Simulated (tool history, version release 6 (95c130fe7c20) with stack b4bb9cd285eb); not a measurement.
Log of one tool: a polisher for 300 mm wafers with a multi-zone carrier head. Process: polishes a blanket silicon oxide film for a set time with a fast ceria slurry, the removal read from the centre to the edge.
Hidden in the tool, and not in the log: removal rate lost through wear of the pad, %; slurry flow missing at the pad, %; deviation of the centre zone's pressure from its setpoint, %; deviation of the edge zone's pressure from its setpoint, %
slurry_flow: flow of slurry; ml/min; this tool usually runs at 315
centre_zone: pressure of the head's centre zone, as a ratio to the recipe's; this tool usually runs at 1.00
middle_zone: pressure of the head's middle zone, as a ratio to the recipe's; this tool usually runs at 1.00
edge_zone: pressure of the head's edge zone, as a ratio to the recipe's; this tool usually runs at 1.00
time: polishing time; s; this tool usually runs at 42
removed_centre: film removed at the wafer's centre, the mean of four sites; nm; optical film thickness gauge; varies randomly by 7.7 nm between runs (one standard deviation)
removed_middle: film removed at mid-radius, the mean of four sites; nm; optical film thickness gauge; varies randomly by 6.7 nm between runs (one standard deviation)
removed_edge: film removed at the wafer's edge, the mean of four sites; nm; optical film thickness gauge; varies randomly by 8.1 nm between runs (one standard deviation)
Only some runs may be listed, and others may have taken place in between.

| run | hour | slurry_flow | centre_zone | middle_zone | edge_zone | time | wafers since the last listed run | wafers polished on this pad | hours since the slurry nozzle was cleaned | hours since the centre zone pressure was calibrated | hours since the edge zone pressure was calibrated | hours since the carrier head's membrane was replaced | incoming thickness of the incoming film, nm | removed_centre | removed_middle | removed_edge |
|---|---|---|---|---|---|---|---|---|---|---|---|---|---|---|---|---|
| 1 | 0.0 | 315 | 1.00 | 1.00 | 1.00 | 42 | 0 | 1665 | 23.0 | 869.7 | 286.5 | 1264.3 | 2011.6 | 553.5 | 566.8 | 539.1 |
|  | 6.8 | centre zone pressure recalibrated |
|  | 45.9 | edge zone pressure recalibrated |
| 2 | 53.3 | 315 | 1.00 | 1.00 | 1.00 | 42 | 454 | 2119 | 76.3 | 46.5 | 7.4 | 1317.6 | 2053.2 | 538.6 | 552.2 | 538.3 |
|  | 86.7 | worn pad replaced by a new one |
|  | 96.6 | carrier head's membrane replaced by a new one |
| 3 | 97.1 | 315 | 1.00 | 1.00 | 1.00 | 42 | 320 | 50 | 120.1 | 90.3 | 51.2 | 0.5 | 1964.6 | 544.7 | 545.3 | 537.6 |
| 4 | 142.9 | 315 | 1.00 | 1.00 | 1.00 | 42 | 421 | 471 | 165.9 | 136.1 | 97.0 | 46.3 | 2033.9 | 550.3 | 560.5 | 546.8 |
| 5 | 213.3 | 315 | 1.00 | 1.00 | 1.00 | 42 | 648 | 1120 | 236.3 | 206.5 | 167.4 | 116.7 | 1987.5 | 540.9 | 562.4 | 540.1 |
| 6 | 238.3 | 315 | 1.00 | 1.00 | 1.00 | 42 | 230 | 1350 | 261.3 | 231.5 | 192.4 | 141.7 | 2037.6 | 525.0 | 558.4 | 553.3 |
|  | 320.5 | slurry nozzle cleaned |
| 7 | 323.0 | 315 | 0.89 | 1.00 | 1.00 | 42 | 770 | 2121 | 2.5 | 316.2 | 277.1 | 226.4 | 1988.8 | 484.2 | 544.0 | 538.0 |
|  | 365.5 | edge zone pressure recalibrated |
| 8 | 382.6 | 315 | 1.00 | 1.00 | 1.00 | 42 | 530 | 2651 | 62.1 | 375.8 | 17.1 | 286.0 | 1983.7 | 547.1 | 559.4 | 541.5 |
|  | 398.3 | worn pad replaced by a new one |
| 9 | 409.9 | 225 | 0.91 | 1.12 | 1.09 | 42 | 214 | 107 | 89.4 | 403.1 | 44.4 | 313.3 | 1964.1 | 482.3 | 575.4 | 550.2 |
| 10 | 450.7 | 315 | 1.00 | 1.00 | 1.00 | 28 | 375 | 483 | 130.2 | 443.9 | 85.2 | 354.1 | 2034.8 | 371.1 | 361.7 | 362.9 |
| 11 | 487.3 | 220 | 1.00 | 1.00 | 1.00 | 42 | 337 | 820 | 166.8 | 480.5 | 121.8 | 390.7 | 2011.4 | 509.8 | 523.2 | 523.9 |
| 12 | 535.5 | 315 | 0.89 | 0.95 | 0.93 | 42 | 443 | 1263 | 215.0 | 528.7 | 170.0 | 438.9 | 1990.5 | 491.5 | 540.5 | 528.1 |
| 13 | 565.2 | 240 | 1.00 | 1.00 | 1.00 | 42 | 273 | 1537 | 244.7 | 558.4 | 199.7 | 468.6 | 2054.8 | 528.5 | 525.5 | 543.2 |
| 14 | 614.6 | 315 | 1.00 | 1.08 | 1.00 | 30 | 454 | 1992 | 294.1 | 607.8 | 249.1 | 518.0 | 1993.8 | 385.0 | 420.5 | 396.5 |
| 15 | 654.4 | 315 | 1.00 | 1.00 | 1.00 | 42 | 366 | 2358 | 333.9 | 647.6 | 288.9 | 557.8 | 1973.2 | 537.4 | 558.6 | 541.3 |
|  | 659.6 | worn pad replaced by a new one |
|  | 666.0 | edge zone pressure recalibrated |
| 16 | 680.5 | 315 | 0.89 | 0.95 | 0.93 | 42 | 185 | 173 | 360.0 | 673.7 | 14.5 | 583.9 | 2049.7 | 476.7 | 534.4 | 535.2 |
|  | 684.9 | slurry nozzle cleaned |
| 17 | 736.7 | 410 | 1.00 | 1.00 | 1.00 | 42 | 508 | 682 | 51.8 | 729.9 | 70.7 | 640.1 | 1987.1 | 555.7 | 563.3 | 559.1 |
| 18 | 785.0 | 220 | 1.00 | 0.90 | 1.07 | 50 | 444 | 1126 | 100.1 | 778.2 | 119.0 | 688.4 | 1987.6 | 607.6 | 589.6 | 644.4 |
| 19 | 816.3 | 250 | 1.10 | 1.00 | 0.92 | 30 | 288 | 1415 | 131.4 | 809.5 | 150.3 | 719.7 | 2012.1 | 424.7 | 390.6 | 362.8 |
| 20 | 844.0 | 315 | 0.94 | 1.00 | 1.00 | 42 | 255 | 1670 | 159.1 | 837.2 | 178.0 | 747.4 | 1986.2 | 526.0 | 548.6 | 554.4 |
| 21 | 889.7 | 315 | 1.00 | 1.00 | 0.88 | 42 | 420 | 2091 | 204.8 | 882.9 | 223.7 | 793.1 | 2029.5 | 537.4 | 554.1 | 508.8 |
| 22 | 923.4 | 395 | 1.00 | 1.00 | 1.00 | 42 | 310 | 2401 | 238.5 | 916.6 | 257.4 | 826.8 | 2022.4 | 560.0 | 559.4 | 548.9 |

Each row is a separate what-if for the run after 22, all from the same tool condition, not one after another. Results?
| A | 923.8 | 350 | 1.00 | 1.00 | 1.00 | 42 | 3 | 2405 | 238.9 | 917.0 | 257.8 | 827.2 | 1990.3 | ? | ? | ? |
| B | 923.8 | 370 | 1.00 | 1.08 | 0.89 | 49 | 3 | 2405 | 238.9 | 917.0 | 257.8 | 827.2 | 1990.3 | ? | ? | ? |
| C | 923.8 | 405 | 1.00 | 0.96 | 1.00 | 42 | 3 | 2405 | 238.9 | 917.0 | 257.8 | 827.2 | 1990.3 | ? | ? | ? |
| D | 923.8 | 385 | 1.00 | 1.00 | 1.00 | 42 | 3 | 2405 | 238.9 | 917.0 | 257.8 | 827.2 | 1990.3 | ? | ? | ? |

| run | removed_centre | removed_middle | removed_edge |
|---|---|---|---|
| A | 554.4 | 564.1 | 559.9 |
| B | 650.5 | 695.4 | 620.3 |
| C | 561.7 | 556.3 | 565.4 |
| D | 559.4 | 568.7 | 563.5 |
What these runs would have given with no unlogged condition in the tool:
| run | removed_centre | removed_middle | removed_edge |
|---|---|---|---|
| A | 554.4 | 564.1 | 559.9 |
| B | 650.5 | 695.4 | 620.3 |
| C | 561.7 | 556.3 | 565.4 |
| D | 559.4 | 568.7 | 563.5 |
